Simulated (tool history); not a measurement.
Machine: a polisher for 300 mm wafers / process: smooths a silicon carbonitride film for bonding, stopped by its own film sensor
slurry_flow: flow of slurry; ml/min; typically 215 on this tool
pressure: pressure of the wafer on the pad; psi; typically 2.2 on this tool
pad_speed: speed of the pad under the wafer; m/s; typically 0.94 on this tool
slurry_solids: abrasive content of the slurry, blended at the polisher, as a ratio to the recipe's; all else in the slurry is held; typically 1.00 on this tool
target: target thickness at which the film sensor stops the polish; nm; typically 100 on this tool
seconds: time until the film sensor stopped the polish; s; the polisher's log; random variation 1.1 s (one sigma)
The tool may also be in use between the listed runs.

run	day	slurry_flow	pressure	pad_speed	slurry_solids	target	incoming thickness of the incoming film, nm	seconds
1	0.000	215	2.2	0.94	1.00	100	119.6	83.7
2	0.283	215	2.2	0.94	1.00	100	119.8	83.8
3	0.533	215	2.2	0.94	1.00	100	120.3	85.7
# day 0.833: worn pad replaced by a new one
4	1.808	215	2.2	0.94	1.00	100	121.2	91.4
5	2.404	215	2.2	0.94	1.00	100	122.2	96.0
6	3.054	215	1.7	0.94	1.00	100	120.6	115.2
7	3.579	215	1.7	0.94	1.00	100	118.6	106.4
8	4.292	215	1.7	0.94	1.00	100	120.2	111.7
# day 4.562: worn pad replaced by a new one
9	5.950	215	2.2	0.74	1.00	100	120.5	110.3
10	6.283	215	2.2	0.74	1.00	100	121.6	113.8
# day 6.792: head pressure recalibrated
11	6.883	215	2.2	0.94	1.00	100	119.6	69.8
# day 7.496: slurry nozzle cleaned
12	7.517	215	2.2	1.14	0.90	100	121.0	68.2
# day 7.750: worn pad replaced by a new one
# day 8.571: head pressure recalibrated, repeated, since the last time left the tool worse
# day 8.771: slurry blender recalibrated
13	9.554	215	2.2	0.94	1.00	100	121.3	88.0
14	9.950	285	2.2	1.12	1.15	100	119.7	67.5
15	10.638	265	2.2	0.84	1.00	100	120.9	90.5
16	11.012	240	1.4	0.94	1.10	106	120.7	91.0
# day 11.646: worn pad replaced by a new one
17	11.667	165	2.5	0.94	1.00	100	118.3	67.0
18	11.942	215	1.7	0.94	0.75	100	120.9	125.4
19	12.504	215	2.2	1.08	1.20	100	120.7	72.3
20	12.833	195	2.2	0.94	1.00	95	120.2	106.1

Branching from run 20: 5 alternative next runs. What would each branch give?
A	12.850	215	2.2	0.94	1.00	100	119.8	?
B	12.850	265	2.2	0.94	1.25	104	119.8	?
C	12.850	215	2.2	1.08	1.00	100	119.8	?
D	12.850	215	1.5	0.94	1.00	104	119.8	?
E	12.850	215	1.6	0.94	0.85	97	119.8	?

run	seconds
A	82.9
B	60.4
C	74.8
D	97.0
E	138.8
The same runs, with their run-to-run variation unchanged, on a tool lacking any hidden condition would have given:
run	seconds
A	82.5
B	60.1
C	74.5
D	96.6
E	138.1
